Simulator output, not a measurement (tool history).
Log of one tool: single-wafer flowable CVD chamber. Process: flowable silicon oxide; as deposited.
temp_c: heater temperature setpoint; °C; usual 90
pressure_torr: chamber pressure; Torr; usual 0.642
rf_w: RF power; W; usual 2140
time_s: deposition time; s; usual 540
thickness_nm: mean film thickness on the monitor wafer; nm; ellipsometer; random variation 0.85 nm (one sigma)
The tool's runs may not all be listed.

run   hour  temp_c  pressure_torr  rf_w  time_s  wafers since the last listed run  hours since the last thermocouple change  hours since the last RF generator calibration  hours since the last manometer calibration  hours since the showerhead was replaced  hours since the gauge calibration  read-back reference wafer on the same gauge, thickness_nm  thickness_nm
  1    0.0      90          0.642  2140     540                                 0                                    1112.6                                         2423.7                                      1025.2                                   4538.2                               84.7                                                    271.895       311.723
  2    8.1      90          0.767  2140     540                                18                                    1120.7                                         2431.8                                      1033.3                                   4546.3                               92.8                                                    272.023       375.887
  3   22.3      90          0.642  2140     540                                32                                    1134.9                                         2446.0                                      1047.5                                   4560.5                              107.0                                                    271.832       311.725
  4   31.8      90          0.642  2140     540                                21                                    1144.4                                         2455.5                                      1057.0                                   4570.0                              116.5                                                    272.099       314.714
  5   48.9      90          0.642  2140     540                                38                                    1161.5                                         2472.6                                      1074.1                                   4587.1                              133.6                                                    272.063       312.105
  6   56.0      96          0.642  2140     540                                16                                    1168.6                                         2479.7                                      1081.2                                   4594.2                              140.7                                                    272.184       263.230
  7   67.1      96          0.642  2140     540                                25                                    1179.7                                         2490.8                                      1092.3                                   4605.3                              151.8                                                    272.062       262.071
      73.5  -- gauge calibrated
      79.9  -- capacitance manometer re-zeroed and calibrated
  8   80.4      90          0.642  2010     540                                11                                    1193.0                                         2504.1                                         0.5                                   4618.6                                6.9                                                    271.988       310.707
  9   80.9      90          0.642  2140     540                                 1                                    1193.5                                         2504.6                                         1.0                                   4619.1                                7.4                                                    272.040       312.650
     102.5  -- RF generator calibrated
 10  103.0      90          0.642  2140     540                                31                                    1215.6                                            0.5                                        23.1                                   4641.2                               29.5                                                    272.079       314.511
 11  109.5      80          0.488  2140     449                                14                                    1222.1                                            7.0                                        29.6                                   4647.7                               36.0                                                    271.989       258.726
 12  115.5      90          0.642  2140     540                                13                                    1228.1                                           13.0                                        35.6                                   4653.7                               42.0                                                    272.150       313.658
     130.6  -- showerhead replaced
 13  131.1      95          0.703  1920     619                                17                                    1243.7                                           28.6                                        51.2                                      0.5                               57.6                                                    271.978       334.884
 14  134.2      78          0.642  1920     540                                 7                                    1246.8                                           31.7                                        54.3                                      3.6                               60.7                                                    272.071       422.212
 15  149.9      90          0.503  2140     511                                35                                    1262.5                                           47.4                                        70.0                                     19.3                               76.4                                                    272.056       232.866
     164.5  -- thermocouple changed; heater temperature recalibrated
 16  165.0      90          0.642  2140     510                                16                                       0.5                                           62.5                                        85.1                                     34.4                               91.5                                                    271.856       294.884
 17  176.3      90          0.642  2140     540                                25                                      11.8                                           73.8                                        96.4                                     45.7                              102.8                                                    272.055       311.523
 18  192.6      90          0.642  2140     540                                36                                      28.1                                           90.1                                       112.7                                     62.0                              119.1                                                    271.917       313.480
 19  202.8      90          0.642  2410     587                                23                                      38.3                                          100.3                                       122.9                                     72.2                              129.3                                                    271.929       344.568
 20  209.3      99          0.642  2140     540                                14                                      44.8                                          106.8                                       129.4                                     78.7                              135.8                                                    272.025       239.692
 21  224.7      86          0.557  2140     447                                34                                      60.2                                          122.2                                       144.8                                     94.1                              151.2                                                    272.020       248.406

5 ways to go on from here, each from the tool as it stands after run 21. What would each give?
  A  225.2      90          0.642  2140     540                                 1                                      60.7                                          122.7                                       145.3                                     94.6                              151.7                                                          ?             ?
  B  225.2      83          0.685  1830     464                                 1                                      60.7                                          122.7                                       145.3                                     94.6                              151.7                                                          ?             ?
  C  225.2      90          0.642  2335     540                                 1                                      60.7                                          122.7                                       145.3                                     94.6                              151.7                                                          ?             ?
  D  225.2      90          0.712  1760     610                                 1                                      60.7                                          122.7                                       145.3                                     94.6                              151.7                                                          ?             ?
  E  225.2      98          0.642  1910     464                                 1                                      60.7                                          122.7                                       145.3                                     94.6                              151.7                                                          ?             ?

run  read-back reference wafer on the same gauge, thickness_nm  thickness_nm
  A                                                    272.068       314.062
  B                                                    272.068       338.257
  C                                                    272.068       317.320
  D                                                    272.068       383.238
  E                                                    272.068       210.030
Without the tool's hidden state the same runs would have given:
run  thickness_nm
  A       314.062
  B       338.257
  C       317.320
  D       383.238
  E       210.030
